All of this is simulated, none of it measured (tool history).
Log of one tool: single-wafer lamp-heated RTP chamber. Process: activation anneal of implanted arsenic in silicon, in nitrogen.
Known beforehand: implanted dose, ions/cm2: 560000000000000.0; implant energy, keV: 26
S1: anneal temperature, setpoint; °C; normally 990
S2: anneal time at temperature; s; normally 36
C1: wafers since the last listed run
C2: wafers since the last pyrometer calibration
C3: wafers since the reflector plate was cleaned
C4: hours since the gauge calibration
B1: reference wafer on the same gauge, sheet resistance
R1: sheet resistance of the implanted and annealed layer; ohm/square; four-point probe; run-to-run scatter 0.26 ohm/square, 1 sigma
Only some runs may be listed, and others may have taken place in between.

Run 1, day 0.000: usual settings but S2 22 s; C1 0; C2 961; C3 436; C4 1747.0; B1 190.99. Result: R1 174.05 ohm/square.
Run 2, day 1.442: usual settings; C1 227; C2 1188; C3 664; C4 1781.6; B1 190.92. Result: R1 172.21 ohm/square.
Run 3, day 3.754: usual settings but S1 1005 °C; C1 364; C2 1552; C3 1028; C4 1837.1; B1 191.02. Result: R1 170.16 ohm/square.
Run 4, day 5.271: usual settings but S1 1005 °C; C1 238; C2 1791; C3 1267; C4 1873.5; B1 190.95. Result: R1 169.25 ohm/square.
Run 5, day 8.075: usual settings; C1 441; C2 2233; C3 1708; C4 1940.8; B1 191.00. Result: R1 171.09 ohm/square.
Run 6, day 9.642: usual settings; C1 246; C2 2479; C3 1955; C4 1978.4; B1 190.93. Result: R1 171.22 ohm/square.
Run 7, day 11.000: usual settings; C1 213; C2 2693; C3 2169; C4 2011.0; B1 190.97. Result: R1 171.00 ohm/square.
Run 8, day 13.367: usual settings; C1 372; C2 3066; C3 2542; C4 2067.8; B1 190.93. Result: R1 170.87 ohm/square.
Run 9, day 14.862: usual settings; C1 235; C2 3302; C3 2777; C4 2103.7; B1 191.01. Result: R1 170.95 ohm/square.
Run 10, day 16.838: usual settings; C1 311; C2 3613; C3 3088; C4 2151.1; B1 190.88. Result: R1 170.80 ohm/square.
Run 11, day 19.129: usual settings; C1 360; C2 3974; C3 3449; C4 2206.1; B1 190.97. Result: R1 171.21 ohm/square.
Run 12, day 21.858: usual settings; C1 429; C2 4404; C3 3879; C4 2271.6; B1 190.99. Result: R1 170.86 ohm/square.
At day 24.067: pyrometer window cleaned and pyrometer calibrated.
Run 13, day 27.433: usual settings; C1 825; C2 530; C3 4705; C4 2405.4; B1 191.05. Result: R1 171.28 ohm/square.
Run 14, day 29.246: usual settings but S1 976 °C, S2 29 s; C1 285; C2 815; C3 4990; C4 2448.9; B1 190.97. Result: R1 173.87 ohm/square.
Run 15, day 30.638: usual settings but S1 1008 °C; C1 219; C2 1035; C3 5209; C4 2482.3; B1 190.92. Result: R1 168.70 ohm/square.
Run 16, day 32.858: usual settings but S1 1006 °C, S2 46 s; C1 349; C2 1384; C3 5559; C4 2535.6; B1 190.97. Result: R1 167.57 ohm/square.
Run 17, day 34.371: usual settings but S1 976 °C, S2 45 s; C1 238; C2 1623; C3 5797; C4 2571.9; B1 191.00. Result: R1 171.75 ohm/square.
Run 18, day 36.604: usual settings but S2 19 s; C1 351; C2 1974; C3 6149; C4 2625.5; B1 191.04. Result: R1 173.67 ohm/square.
Run 19, day 38.588: usual settings but S1 1009 °C, S2 45 s; C1 312; C2 2287; C3 6462; C4 2673.1; B1 190.97. Result: R1 167.41 ohm/square.
At day 39.888: reflector plate cleaned.
Run 20, day 39.908: usual settings but S1 964 °C; C1 155; C2 2442; C3 3; C4 2704.8; B1 191.07. Result: R1 174.08 ohm/square.
Run 21, day 42.312: usual settings but S2 53 s; C1 378; C2 2821; C3 382; C4 2762.5; B1 190.95. Result: R1 169.77 ohm/square.
Run 22, day 44.179: usual settings but S2 52 s; C1 294; C2 3115; C3 676; C4 2807.3; B1 191.01. Result: R1 169.29 ohm/square.
Run 23, day 47.125: usual settings; C1 463; C2 3579; C3 1140; C4 2878.0; B1 190.97. Result: R1 170.78 ohm/square.
At day 47.179: gauge calibrated.
Run 24, day 48.662: usual settings but S2 26 s; C1 242; C2 3821; C3 1382; C4 35.6; B1 191.04. Result: R1 172.52 ohm/square.
Run 25, day 51.567: usual settings but S1 962 °C; C1 457; C2 4279; C3 1839; C4 105.3; B1 191.07. Result: R1 173.44 ohm/square.
Run 26, day 54.271: usual settings but S1 963 °C, S2 44 s; C1 425; C2 4705; C3 2265; C4 170.2; B1 190.98. Result: R1 172.93 ohm/square.
Run 27, day 56.342: usual settings but S1 1012 °C; C1 326; C2 5031; C3 2591; C4 219.9; B1 191.09. Result: R1 167.24 ohm/square.
Run 28, day 58.717: usual settings but S1 1010 °C, S2 16 s; C1 374; C2 5405; C3 2965; C4 276.9; B1 190.97. Result: R1 172.02 ohm/square.
At day 61.054: pyrometer window cleaned and pyrometer calibrated.
Run 29, day 61.867: usual settings but S2 50 s; C1 443; C2 128; C3 3409; C4 352.5; B1 190.91. Result: R1 169.71 ohm/square.
Run 30, day 63.988: usual settings but S1 1005 °C, S2 28 s; C1 334; C2 462; C3 3743; C4 403.4; B1 191.00. Result: R1 170.86 ohm/square.
Run 31, day 66.250: usual settings but S2 52 s; C1 356; C2 818; C3 4099; C4 457.7; B1 190.98. Result: R1 169.36 ohm/square.
Run 32, day 67.362: usual settings but S1 1006 °C, S2 53 s; C1 175; C2 993; C3 4275; C4 484.4; B1 190.93. Result: R1 166.83 ohm/square.
Run 33, day 70.279: usual settings; C1 459; C2 1453; C3 4734; C4 554.4; B1 191.14. Result: R1 170.47 ohm/square.
Run 34, day 72.912: usual settings but S1 963 °C, S2 46 s; C1 414; C2 1867; C3 5149; C4 617.6; B1 190.99. Result: R1 172.52 ohm/square.
Run 35, day 73.958: usual settings; C1 164; C2 2032; C3 5314; C4 642.7; B1 191.03. Result: R1 170.71 ohm/square.
Run 36, day 76.342: usual settings; C1 375; C2 2407; C3 5689; C4 699.9; B1 191.00. Result: R1 170.52 ohm/square.
Run 37, day 77.346: usual settings; C1 158; C2 2566; C3 5847; C4 724.0; B1 190.99. Result: R1 170.20 ohm/square.

Each row is a separate what-if for the run after 37, all from the same tool condition, not one after another. Results?
Run A, day 77.362: usual settings but S1 970 °C; C1 2; C2 2568; C3 5850; C4 724.4; B1 ?. Result: R1 ?.
Run B, day 77.362: usual settings but S2 43 s; C1 2; C2 2568; C3 5850; C4 724.4; B1 ?. Result: R1 ?.
Run C, day 77.362: usual settings but S1 961 °C; C1 2; C2 2568; C3 5850; C4 724.4; B1 ?. Result: R1 ?.
Run D, day 77.362: usual settings but S1 1013 °C; C1 2; C2 2568; C3 5850; C4 724.4; B1 ?. Result: R1 ?.

run      B1      R1
  A  190.96  172.98
  B  190.96  169.82
  C  190.96  174.02
  D  190.96  167.88
The same runs, with their run-to-run variation unchanged, on a tool lacking any hidden condition would have given:
run      R1
  A  175.14
  B  172.08
  C  175.97
  D  170.31

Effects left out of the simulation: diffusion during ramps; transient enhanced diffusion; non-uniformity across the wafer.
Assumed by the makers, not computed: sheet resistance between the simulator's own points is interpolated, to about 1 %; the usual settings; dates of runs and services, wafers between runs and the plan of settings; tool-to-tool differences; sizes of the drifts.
